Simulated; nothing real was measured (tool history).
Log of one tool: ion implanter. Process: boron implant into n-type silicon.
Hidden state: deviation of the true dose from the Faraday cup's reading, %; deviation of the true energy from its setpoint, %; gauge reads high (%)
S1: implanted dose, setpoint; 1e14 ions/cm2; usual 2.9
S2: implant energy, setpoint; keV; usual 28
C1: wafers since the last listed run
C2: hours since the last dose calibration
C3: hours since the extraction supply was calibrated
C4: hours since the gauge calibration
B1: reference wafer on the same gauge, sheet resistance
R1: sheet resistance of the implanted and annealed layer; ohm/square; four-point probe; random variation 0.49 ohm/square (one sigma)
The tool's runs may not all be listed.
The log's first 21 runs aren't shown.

{"run": 22, "hour": 238.4, "S1": 2.12, "S2": 23.5, "C1": 70, "C2": 117.1, "C3": 112.7, "C4": 372.3, "B1": 384, "R1": 432.36}
{"hour": 251.2, "done": "gauge calibrated"}
{"run": 23, "hour": 255.6, "S1": 2.9, "S2": 21.5, "C1": 151, "C2": 134.3, "C3": 129.9, "C4": 4.4, "B1": 384.06, "R1": 337.57}
{"run": 24, "hour": 265.3, "S1": 3.65, "S2": 24.5, "C1": 85, "C2": 144, "C3": 139.6, "C4": 14.1, "B1": 383.96, "R1": 276.87}
{"run": 25, "hour": 273.9, "S1": 3.59, "S2": 28, "C1": 75, "C2": 152.6, "C3": 148.2, "C4": 22.7, "B1": 383.93, "R1": 276.94}
{"run": 26, "hour": 291.3, "S1": 3.55, "S2": 28, "C1": 152, "C2": 170, "C3": 165.6, "C4": 40.1, "B1": 384, "R1": 279.02}
{"run": 27, "hour": 299.4, "S1": 3.25, "S2": 37, "C1": 71, "C2": 178.1, "C3": 173.7, "C4": 48.2, "B1": 383.97, "R1": 291.99}
{"run": 28, "hour": 311.0, "S1": 2.9, "S2": 28, "C1": 101, "C2": 189.7, "C3": 185.3, "C4": 59.8, "B1": 384.07, "R1": 330.69}
{"run": 29, "hour": 323.8, "S1": 2.13, "S2": 34, "C1": 112, "C2": 202.5, "C3": 198.1, "C4": 72.6, "B1": 384.06, "R1": 412.89}
{"run": 30, "hour": 331.0, "S1": 2.9, "S2": 19, "C1": 63, "C2": 209.7, "C3": 205.3, "C4": 79.8, "B1": 383.75, "R1": 344.31}
{"run": 31, "hour": 342.8, "S1": 2.9, "S2": 28, "C1": 103, "C2": 221.5, "C3": 217.1, "C4": 91.6, "B1": 383.98, "R1": 330.63}
{"run": 32, "hour": 357.4, "S1": 3.38, "S2": 32, "C1": 128, "C2": 236.1, "C3": 231.7, "C4": 106.2, "B1": 384.25, "R1": 287.79}
{"run": 33, "hour": 365.3, "S1": 3.66, "S2": 22, "C1": 69, "C2": 244, "C3": 239.6, "C4": 114.1, "B1": 384.01, "R1": 281.01}
{"run": 34, "hour": 378.4, "S1": 2.59, "S2": 20, "C1": 115, "C2": 257.1, "C3": 252.7, "C4": 127.2, "B1": 384.1, "R1": 376.91}

5 ways to go on from here, each from the tool as it stands after run 34. What would each give?
{"run": "A", "hour": 378.8, "S1": 2.9, "S2": 32, "C1": 3, "C2": 257.5, "C3": 253.1, "C4": 127.6, "B1": "?", "R1": "?"}
{"run": "B", "hour": 378.8, "S1": 2.22, "S2": 35, "C1": 3, "C2": 257.5, "C3": 253.1, "C4": 127.6, "B1": "?", "R1": "?"}
{"run": "C", "hour": 378.8, "S1": 2.22, "S2": 31.5, "C1": 3, "C2": 257.5, "C3": 253.1, "C4": 127.6, "B1": "?", "R1": "?"}
{"run": "D", "hour": 378.8, "S1": 2.12, "S2": 33, "C1": 3, "C2": 257.5, "C3": 253.1, "C4": 127.6, "B1": "?", "R1": "?"}
{"run": "E", "hour": 378.8, "S1": 3.68, "S2": 32, "C1": 3, "C2": 257.5, "C3": 253.1, "C4": 127.6, "B1": "?", "R1": "?"}

run=A B1=384.1 R1=327.28
run=B B1=384.1 R1=400.37
run=C B1=384.1 R1=405.63
run=D B1=384.1 R1=418.12
run=E B1=384.1 R1=269.71
Without the tool's hidden state the same runs would have given:
run=A R1=323.38
run=B R1=395.74
run=C R1=400.89
run=D R1=413.29
run=E R1=266.44

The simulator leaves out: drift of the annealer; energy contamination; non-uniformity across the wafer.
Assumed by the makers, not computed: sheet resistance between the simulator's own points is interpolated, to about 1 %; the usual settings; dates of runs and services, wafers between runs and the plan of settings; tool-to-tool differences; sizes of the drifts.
